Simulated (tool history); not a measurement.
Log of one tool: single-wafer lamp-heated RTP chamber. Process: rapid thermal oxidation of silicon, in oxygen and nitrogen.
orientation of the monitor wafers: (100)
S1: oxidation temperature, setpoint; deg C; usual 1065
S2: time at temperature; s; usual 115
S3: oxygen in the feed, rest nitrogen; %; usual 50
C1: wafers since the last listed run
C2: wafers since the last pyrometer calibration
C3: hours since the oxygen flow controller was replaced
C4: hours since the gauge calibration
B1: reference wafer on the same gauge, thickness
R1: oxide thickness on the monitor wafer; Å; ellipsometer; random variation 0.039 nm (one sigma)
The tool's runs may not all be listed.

run,hour,S1,S2,S3,C1,C2,C3,C4,B1,R1
1,0.0,1045,115,50,0,1010,4233.8,258.5,7.651,84.23
2,26.7,1065,115,69,351,1362,4260.5,285.2,7.646,109.52
3,61.4,1065,115,69,456,1818,4295.2,319.9,7.649,109.33
4,82.1,1065,115,69,272,2091,4315.9,340.6,7.658,109.43
5,116.8,1056,115,37,456,2547,4350.6,375.3,7.645,82.61
# hour 124.9: pyrometer window cleaned and pyrometer calibrated
6,144.5,1056,115,37,259,257,4378.3,403.0,7.642,80.89
7,170.7,1065,115,50,344,602,4404.5,429.2,7.652,95.75
8,193.4,1065,115,50,298,901,4427.2,451.9,7.652,97.07
9,224.1,1065,115,50,404,1305,4457.9,482.6,7.652,97.16
10,242.6,1065,115,50,243,1548,4476.4,501.1,7.653,96.66
11,269.7,1065,115,50,356,1905,4503.5,528.2,7.649,97.03
# hour 300.4: oxygen flow controller replaced
12,300.9,1065,84,50,305,2210,0.5,559.4,7.652,84.85
# hour 321.5: pyrometer window cleaned and pyrometer calibrated
13,324.5,1065,84,50,205,39,24.1,583.0,7.657,83.04
14,356.6,1065,84,50,422,461,56.2,615.1,7.656,83.65
15,378.9,1065,115,50,293,755,78.5,637.4,7.651,97.06
# hour 400.5: gauge calibrated
16,412.7,1054,115,50,444,1200,112.3,12.2,7.656,89.81
17,431.8,1054,115,50,251,1451,131.4,31.3,7.652,89.49
18,456.9,1055,70,67,330,1781,156.5,56.4,7.641,80.72
19,492.7,1094,136,75,471,2253,192.3,92.2,7.646,147.61
20,513.5,1065,164,50,273,2526,213.1,113.0,7.645,114.98
21,546.0,1082,164,72,427,2954,245.6,145.5,7.658,145.37
# hour 581.4: pyrometer window cleaned and pyrometer calibrated
22,581.9,1036,147,22,367,6,281.5,181.4,7.651,65.07
23,598.0,1081,69,73,211,218,297.6,197.5,7.647,96.95
24,615.7,1065,115,50,232,451,315.3,215.2,7.644,95.88
25,641.1,1065,115,77,334,785,340.7,240.6,7.656,113.72
26,744.0,1050,97,73,1354,2139,443.6,343.5,7.644,93.39
27,771.3,1065,115,50,359,2499,470.9,370.8,7.650,97.01
28,805.0,1065,166,25,443,2942,504.6,404.5,7.651,89.17
29,823.8,1065,115,25,247,3190,523.4,423.3,7.646,75.89
# hour 832.8: pyrometer window cleaned and pyrometer calibrated
30,850.8,1065,84,50,250,236,550.4,450.3,7.648,83.28
31,872.0,1079,64,29,279,515,571.6,471.5,7.643,66.57
32,907.0,1065,115,50,460,976,606.6,506.5,7.650,97.04
33,940.1,1050,95,65,435,1411,639.7,539.6,7.654,88.00
34,969.6,1036,171,32,388,1800,669.2,569.1,7.649,81.76
35,982.6,1065,65,62,171,1971,682.2,582.1,7.654,81.00
36,1017.9,1091,115,25,464,2435,717.5,617.4,7.658,89.77
37,1040.5,1065,133,50,297,2733,740.1,640.0,7.644,104.04
38,1055.3,1083,115,50,194,2928,754.9,654.8,7.647,109.01

Measured less the same run without the tool's hidden state. The same run-to-run variation is in both; the gauge's scatter may not be:
The hidden state here: true wafer temperature minus pyrometer reading, K; deviation of the oxygen flow from its setpoint, %; gauge reads high (%).
run,R1
1,+1.17
2,+1.71
3,+1.89
4,+1.98
5,+1.57
6,+0.40
7,+0.88
8,+1.16
9,+1.41
10,+1.50
11,+1.63
12,+1.51
13,+0.09
14,+0.62
15,+1.01
16,+1.25
17,+1.36
18,+1.33
19,+2.43
20,+2.06
21,+2.60
22,+0.13
23,+0.53
24,+0.84
25,+1.39
26,+1.79
27,+1.87
28,+1.75
29,+1.50
30,+0.58
31,+0.69
32,+1.44
33,+1.57
34,+1.60
35,+1.56
36,+1.73
37,+2.16
38,+2.22
